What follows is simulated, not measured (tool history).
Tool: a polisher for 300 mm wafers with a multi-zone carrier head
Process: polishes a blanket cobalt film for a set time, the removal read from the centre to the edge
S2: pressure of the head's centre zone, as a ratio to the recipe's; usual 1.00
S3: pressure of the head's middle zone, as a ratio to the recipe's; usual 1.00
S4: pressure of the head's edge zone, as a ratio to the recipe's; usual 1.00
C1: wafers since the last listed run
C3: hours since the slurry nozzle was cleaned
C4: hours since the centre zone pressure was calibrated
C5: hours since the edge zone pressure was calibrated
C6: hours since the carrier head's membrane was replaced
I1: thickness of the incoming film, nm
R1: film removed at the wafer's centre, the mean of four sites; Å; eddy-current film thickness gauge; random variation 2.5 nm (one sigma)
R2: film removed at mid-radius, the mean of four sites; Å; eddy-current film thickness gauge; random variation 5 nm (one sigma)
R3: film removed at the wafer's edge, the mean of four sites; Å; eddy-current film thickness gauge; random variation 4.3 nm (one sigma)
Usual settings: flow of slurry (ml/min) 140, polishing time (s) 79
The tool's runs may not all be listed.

run 1 hour=0.0 | flow_of_slurry_(ml/min)=140 S2=1.00 S3=0.94 S4=1.00 polishing_time_(s)=79 | C1=0 wafers_polished_on_this_pad=642 C3=245.6 C4=1088.9 C5=829.1 C6=1051.6 | I1=1400.3 | R1=3593 R2=3529 R3=3609
run 2 hour=16.0 | flow_of_slurry_(ml/min)=140 S2=1.00 S3=1.00 S4=1.00 polishing_time_(s)=79 | C1=138 wafers_polished_on_this_pad=781 C3=261.6 C4=1104.9 C5=845.1 C6=1067.6 | I1=1418.8 | R1=3602 R2=3711 R3=3640
run 3 hour=27.2 | flow_of_slurry_(ml/min)=140 S2=1.00 S3=1.00 S4=1.00 polishing_time_(s)=79 | C1=97 wafers_polished_on_this_pad=878 C3=272.8 C4=1116.1 C5=856.3 C6=1078.8 | I1=1416.6 | R1=3577 R2=3738 R3=3529
run 4 hour=35.4 | flow_of_slurry_(ml/min)=140 S2=1.00 S3=1.00 S4=1.00 polishing_time_(s)=79 | C1=71 wafers_polished_on_this_pad=949 C3=281.0 C4=1124.3 C5=864.5 C6=1087.0 | I1=1420.1 | R1=3615 R2=3538 R3=3621
run 5 hour=43.9 | flow_of_slurry_(ml/min)=140 S2=1.00 S3=1.00 S4=1.00 polishing_time_(s)=79 | C1=73 wafers_polished_on_this_pad=1022 C3=289.5 C4=1132.8 C5=873.0 C6=1095.5 | I1=1396.6 | R1=3522 R2=3656 R3=3681
run 6 hour=59.0 | flow_of_slurry_(ml/min)=140 S2=1.00 S3=1.00 S4=1.00 polishing_time_(s)=79 | C1=130 wafers_polished_on_this_pad=1153 C3=304.6 C4=1147.9 C5=888.1 C6=1110.6 | I1=1404.1 | R1=3557 R2=3688 R3=3611
run 7 hour=72.5 | flow_of_slurry_(ml/min)=140 S2=1.00 S3=1.00 S4=1.00 polishing_time_(s)=79 | C1=117 wafers_polished_on_this_pad=1270 C3=318.1 C4=1161.4 C5=901.6 C6=1124.1 | I1=1415.3 | R1=3520 R2=3623 R3=3633
-- hour=83.7 carrier head's membrane replaced by a new one
run 8 hour=85.4 | flow_of_slurry_(ml/min)=140 S2=1.03 S3=1.00 S4=1.00 polishing_time_(s)=79 | C1=68 wafers_polished_on_this_pad=1339 C3=331.0 C4=1174.3 C5=914.5 C6=1.7 | I1=1424.1 | R1=3611 R2=3656 R3=3578
run 9 hour=94.4 | flow_of_slurry_(ml/min)=140 S2=1.00 S3=1.00 S4=1.00 polishing_time_(s)=79 | C1=78 wafers_polished_on_this_pad=1417 C3=340.0 C4=1183.3 C5=923.5 C6=10.7 | I1=1417.5 | R1=3546 R2=3619 R3=3581
-- hour=107.0 worn pad replaced by a new one
-- hour=113.9 centre zone pressure recalibrated
run 10 hour=114.4 | flow_of_slurry_(ml/min)=140 S2=1.00 S3=1.00 S4=1.00 polishing_time_(s)=79 | C1=121 wafers_polished_on_this_pad=47 C3=360.0 C4=0.5 C5=943.5 C6=30.7 | I1=1418.3 | R1=3523 R2=3595 R3=3537
run 11 hour=120.3 | flow_of_slurry_(ml/min)=140 S2=1.00 S3=1.00 S4=1.00 polishing_time_(s)=79 | C1=51 wafers_polished_on_this_pad=98 C3=365.9 C4=6.4 C5=949.4 C6=36.6 | I1=1395.4 | R1=3460 R2=3515 R3=3544
run 12 hour=134.0 | flow_of_slurry_(ml/min)=140 S2=1.00 S3=1.00 S4=1.00 polishing_time_(s)=79 | C1=118 wafers_polished_on_this_pad=216 C3=379.6 C4=20.1 C5=963.1 C6=50.3 | I1=1433.6 | R1=3441 R2=3588 R3=3567
run 13 hour=147.5 | flow_of_slurry_(ml/min)=140 S2=1.09 S3=1.08 S4=1.10 polishing_time_(s)=86 | C1=117 wafers_polished_on_this_pad=333 C3=393.1 C4=33.6 C5=976.6 C6=63.8 | I1=1416.9 | R1=4073 R2=4040 R3=3943
-- hour=152.5 slurry nozzle cleaned
run 14 hour=161.8 | flow_of_slurry_(ml/min)=140 S2=1.00 S3=1.00 S4=1.00 polishing_time_(s)=79 | C1=115 wafers_polished_on_this_pad=449 C3=9.3 C4=47.9 C5=990.9 C6=78.1 | I1=1408.6 | R1=3639 R2=3742 R3=3709
run 15 hour=176.6 | flow_of_slurry_(ml/min)=165 S2=1.00 S3=1.00 S4=1.00 polishing_time_(s)=79 | C1=128 wafers_polished_on_this_pad=577 C3=24.1 C4=62.7 C5=1005.7 C6=92.9 | I1=1399.4 | R1=3780 R2=3856 R3=3815
run 16 hour=184.2 | flow_of_slurry_(ml/min)=180 S2=0.92 S3=1.00 S4=1.03 polishing_time_(s)=101 | C1=65 wafers_polished_on_this_pad=643 C3=31.7 C4=70.3 C5=1013.3 C6=100.5 | I1=1410.4 | R1=4543 R2=4972 R3=4934
run 17 hour=200.6 | flow_of_slurry_(ml/min)=140 S2=1.00 S3=1.00 S4=1.00 polishing_time_(s)=79 | C1=142 wafers_polished_on_this_pad=785 C3=48.1 C4=86.7 C5=1029.7 C6=116.9 | I1=1407.2 | R1=3642 R2=3742 R3=3718
-- hour=208.0 edge zone pressure recalibrated
run 18 hour=217.0 | flow_of_slurry_(ml/min)=140 S2=1.00 S3=1.11 S4=1.05 polishing_time_(s)=79 | C1=124 wafers_polished_on_this_pad=910 C3=64.5 C4=103.1 C5=9.0 C6=133.3 | I1=1416.7 | R1=3687 R2=4093 R3=3780
run 19 hour=234.6 | flow_of_slurry_(ml/min)=140 S2=1.00 S3=0.95 S4=1.00 polishing_time_(s)=79 | C1=152 wafers_polished_on_this_pad=1062 C3=82.1 C4=120.7 C5=26.6 C6=150.9 | I1=1395.6 | R1=3641 R2=3620 R3=3711
run 20 hour=242.6 | flow_of_slurry_(ml/min)=100 S2=1.08 S3=1.00 S4=0.93 polishing_time_(s)=99 | C1=69 wafers_polished_on_this_pad=1132 C3=90.1 C4=128.7 C5=34.6 C6=158.9 | I1=1423.6 | R1=4473 R2=4214 R3=4193
run 21 hour=256.1 | flow_of_slurry_(ml/min)=180 S2=1.00 S3=1.00 S4=1.09 polishing_time_(s)=79 | C1=117 wafers_polished_on_this_pad=1249 C3=103.6 C4=142.2 C5=48.1 C6=172.4 | I1=1399.2 | R1=3901 R2=3882 R3=3932
-- hour=262.0 worn pad replaced by a new one
run 22 hour=273.6 | flow_of_slurry_(ml/min)=140 S2=1.00 S3=1.11 S4=1.05 polishing_time_(s)=79 | C1=117 wafers_polished_on_this_pad=100 C3=121.1 C4=159.7 C5=65.6 C6=189.9 | I1=1401.4 | R1=3614 R2=4043 R3=3660

4 ways to go on from here, each from the tool as it stands after run 22. What would each give?
run A hour=274.0 | flow_of_slurry_(ml/min)=140 S2=1.00 S3=1.00 S4=1.00 polishing_time_(s)=79 | C1=3 wafers_polished_on_this_pad=104 C3=121.5 C4=160.1 C5=66.0 C6=190.3 | I1=1409.9 | R1=? R2=? R3=?
run B hour=274.0 | flow_of_slurry_(ml/min)=140 S2=0.89 S3=1.00 S4=0.94 polishing_time_(s)=103 | C1=3 wafers_polished_on_this_pad=104 C3=121.5 C4=160.1 C5=66.0 C6=190.3 | I1=1409.9 | R1=? R2=? R3=?
run C hour=274.0 | flow_of_slurry_(ml/min)=180 S2=1.00 S3=1.00 S4=1.00 polishing_time_(s)=79 | C1=3 wafers_polished_on_this_pad=104 C3=121.5 C4=160.1 C5=66.0 C6=190.3 | I1=1409.9 | R1=? R2=? R3=?
run D hour=274.0 | flow_of_slurry_(ml/min)=170 S2=1.00 S3=1.03 S4=1.00 polishing_time_(s)=79 | C1=3 wafers_polished_on_this_pad=104 C3=121.5 C4=160.1 C5=66.0 C6=190.3 | I1=1409.9 | R1=? R2=? R3=?

run=A R1=3623 R2=3773 R3=3733
run=B R1=4200 R2=4922 R3=4781
run=C R1=3830 R2=3964 R3=3869
run=D R1=3788 R2=4023 R3=3839
Without the tool's hidden state the same runs would have given:
run=A R1=3658 R2=3805 R3=3756
run=B R1=4240 R2=4964 R3=4810
run=C R1=3858 R2=3990 R3=3887
run=D R1=3817 R2=4051 R3=3858
